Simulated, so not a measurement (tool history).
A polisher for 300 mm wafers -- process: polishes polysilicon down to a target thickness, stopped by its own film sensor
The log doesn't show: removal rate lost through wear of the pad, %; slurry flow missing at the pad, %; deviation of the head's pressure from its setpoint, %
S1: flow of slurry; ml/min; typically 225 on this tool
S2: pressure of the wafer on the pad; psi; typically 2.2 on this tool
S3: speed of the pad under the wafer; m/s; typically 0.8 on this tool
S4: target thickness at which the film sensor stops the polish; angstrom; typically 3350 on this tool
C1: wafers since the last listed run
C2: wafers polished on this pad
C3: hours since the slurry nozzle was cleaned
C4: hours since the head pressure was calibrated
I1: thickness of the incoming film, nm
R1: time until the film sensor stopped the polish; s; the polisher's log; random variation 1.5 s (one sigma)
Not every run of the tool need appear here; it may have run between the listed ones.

| run | hour | S1 | S2 | S3 | S4 | C1 | C2 | C3 | C4 | I1 | R1 |
|---|---|---|---|---|---|---|---|---|---|---|---|
| 1 | 0 | 280 | 2.2 | 0.8 | 3350 | 0 | 5 | 321.9 | 162.1 | 723.9 | 91.7 |
| 2 | 16.5 | 275 | 2.2 | 0.8 | 3350 | 188 | 194 | 338.4 | 178.6 | 720.1 | 95.4 |
| 3 | 34.1 | 275 | 2.2 | 0.8 | 3350 | 201 | 395 | 356 | 196.2 | 717.7 | 94.6 |
|  | 41.6 | slurry nozzle cleaned |
| 4 | 49.9 | 225 | 2.2 | 0.8 | 3350 | 169 | 565 | 8.3 | 212 | 708.1 | 93.5 |
| 5 | 85 | 225 | 2.2 | 0.8 | 3350 | 401 | 967 | 43.4 | 247.1 | 711.1 | 91.2 |
| 6 | 104.6 | 225 | 2.2 | 0.8 | 3350 | 224 | 1191 | 63 | 266.7 | 726.4 | 95.8 |
| 7 | 128.6 | 225 | 2.2 | 0.8 | 3350 | 274 | 1466 | 87 | 290.7 | 703.1 | 92 |
| 8 | 143.3 | 225 | 2.2 | 0.8 | 2270 | 168 | 1634 | 101.7 | 305.4 | 721.4 | 118.2 |
| 9 | 168.9 | 225 | 2.2 | 0.8 | 2270 | 293 | 1928 | 127.3 | 331 | 717.1 | 118.4 |
|  | 197.4 | worn pad replaced by a new one |
| 10 | 197.9 | 225 | 2.2 | 0.8 | 2270 | 286 | 5 | 156.3 | 360 | 727.3 | 122.9 |
| 11 | 242.4 | 225 | 2.2 | 0.8 | 3350 | 509 | 515 | 200.8 | 404.5 | 724.8 | 97.3 |
| 12 | 305.5 | 225 | 2.8 | 0.8 | 3350 | 722 | 1237 | 263.9 | 467.6 | 725.2 | 73.2 |
| 13 | 325.8 | 225 | 1.7 | 0.8 | 3350 | 232 | 1470 | 284.2 | 487.9 | 717.2 | 119.4 |
| 14 | 350.7 | 225 | 1.7 | 0.8 | 3350 | 285 | 1755 | 309.1 | 512.8 | 711.2 | 118.4 |
| 15 | 383.2 | 255 | 1.5 | 1.02 | 4380 | 372 | 2127 | 341.6 | 545.3 | 719.3 | 79.9 |
| 16 | 399.5 | 295 | 2.2 | 0.8 | 2670 | 186 | 2314 | 357.9 | 561.6 | 713.6 | 104.5 |
|  | 418.9 | worn pad replaced by a new one |
| 17 | 419.4 | 225 | 2.8 | 0.72 | 3350 | 182 | 5 | 377.8 | 581.5 | 720.8 | 80.5 |
| 18 | 441.3 | 225 | 2.8 | 0.92 | 3350 | 250 | 256 | 399.7 | 603.4 | 719.3 | 64.9 |
|  | 444 | slurry nozzle cleaned |
| 19 | 461.8 | 255 | 2.8 | 0.8 | 2230 | 223 | 479 | 17.8 | 623.9 | 718.4 | 92.1 |
| 20 | 490.2 | 145 | 2.2 | 0.96 | 3350 | 325 | 804 | 46.2 | 652.3 | 722 | 83.8 |
| 21 | 519 | 225 | 2.2 | 0.8 | 3350 | 329 | 1134 | 75 | 681.1 | 731.5 | 94 |
| 22 | 533.5 | 175 | 2.2 | 1 | 3350 | 166 | 1300 | 89.5 | 695.6 | 727.3 | 80.9 |
| 23 | 559.8 | 225 | 2.2 | 0.8 | 3350 | 301 | 1601 | 115.8 | 721.9 | 709 | 91.8 |
| 24 | 594 | 225 | 1.9 | 1.04 | 3350 | 391 | 1993 | 150 | 756.1 | 735.5 | 87.5 |
| 25 | 608.9 | 225 | 3 | 0.8 | 3350 | 170 | 2164 | 164.9 | 771 | 721.1 | 66.8 |
| 26 | 635.1 | 300 | 3 | 0.6 | 2020 | 300 | 2464 | 191.1 | 797.2 | 725 | 113.4 |
|  | 658.8 | worn pad replaced by a new one |
| 27 | 670.3 | 225 | 1.6 | 0.8 | 3350 | 357 | 131 | 226.3 | 832.4 | 712.1 | 122.1 |
|  | 691.7 | head pressure recalibrated |
| 28 | 692.2 | 225 | 2.2 | 0.8 | 3350 | 227 | 359 | 248.2 | 0.5 | 733.1 | 101.7 |
| 29 | 714.8 | 285 | 2.2 | 0.68 | 3350 | 258 | 617 | 270.8 | 23.1 | 725.8 | 113.4 |
| 30 | 732.3 | 255 | 1.5 | 1.02 | 4380 | 200 | 818 | 288.3 | 40.6 | 723.1 | 82.7 |
| 31 | 748.6 | 225 | 2.2 | 0.8 | 3350 | 186 | 1004 | 304.6 | 56.9 | 724.3 | 96.9 |
| 32 | 777.4 | 170 | 2.2 | 0.8 | 3350 | 329 | 1334 | 333.4 | 85.7 | 721.9 | 100.7 |
| 33 | 803.7 | 295 | 1.5 | 0.7 | 4370 | 301 | 1635 | 359.7 | 112 | 721.1 | 113.3 |
|  | 805.5 | slurry nozzle cleaned |
| 34 | 885.9 | 190 | 2.2 | 0.8 | 3350 | 929 | 2565 | 80.4 | 194.2 | 729.4 | 102.8 |
|  | 917.1 | worn pad replaced by a new one |
| 35 | 917.6 | 225 | 2.2 | 0.54 | 2090 | 317 | 5 | 112.1 | 225.9 | 726.4 | 174.1 |
| 36 | 941.5 | 280 | 2.2 | 0.66 | 2330 | 273 | 279 | 136 | 249.8 | 719.5 | 139.9 |
| 37 | 961.2 | 225 | 1.9 | 0.8 | 3350 | 225 | 505 | 155.7 | 269.5 | 725.7 | 110 |

Had the tool no unlogged condition, and each run kept its random variation, what would the results have been?
| run | R1 |
|---|---|
| 1 | 94.1 |
| 2 | 98.1 |
| 3 | 97.4 |
| 4 | 96.4 |
| 5 | 94.3 |
| 6 | 99.2 |
| 7 | 95.5 |
| 8 | 122.8 |
| 9 | 123.3 |
| 10 | 128.2 |
| 11 | 101.9 |
| 12 | 77 |
| 13 | 125.9 |
| 14 | 125 |
| 15 | 84.6 |
| 16 | 110.8 |
| 17 | 85.5 |
| 18 | 69 |
| 19 | 98.1 |
| 20 | 89.5 |
| 21 | 100.7 |
| 22 | 86.7 |
| 23 | 98.6 |
| 24 | 94.2 |
| 25 | 72 |
| 26 | 122.6 |
| 27 | 132.3 |
| 28 | 101.4 |
| 29 | 113.3 |
| 30 | 82.7 |
| 31 | 97.1 |
| 32 | 101.2 |
| 33 | 114 |
| 34 | 104.2 |
| 35 | 176.9 |
| 36 | 142.4 |
| 37 | 112.2 |

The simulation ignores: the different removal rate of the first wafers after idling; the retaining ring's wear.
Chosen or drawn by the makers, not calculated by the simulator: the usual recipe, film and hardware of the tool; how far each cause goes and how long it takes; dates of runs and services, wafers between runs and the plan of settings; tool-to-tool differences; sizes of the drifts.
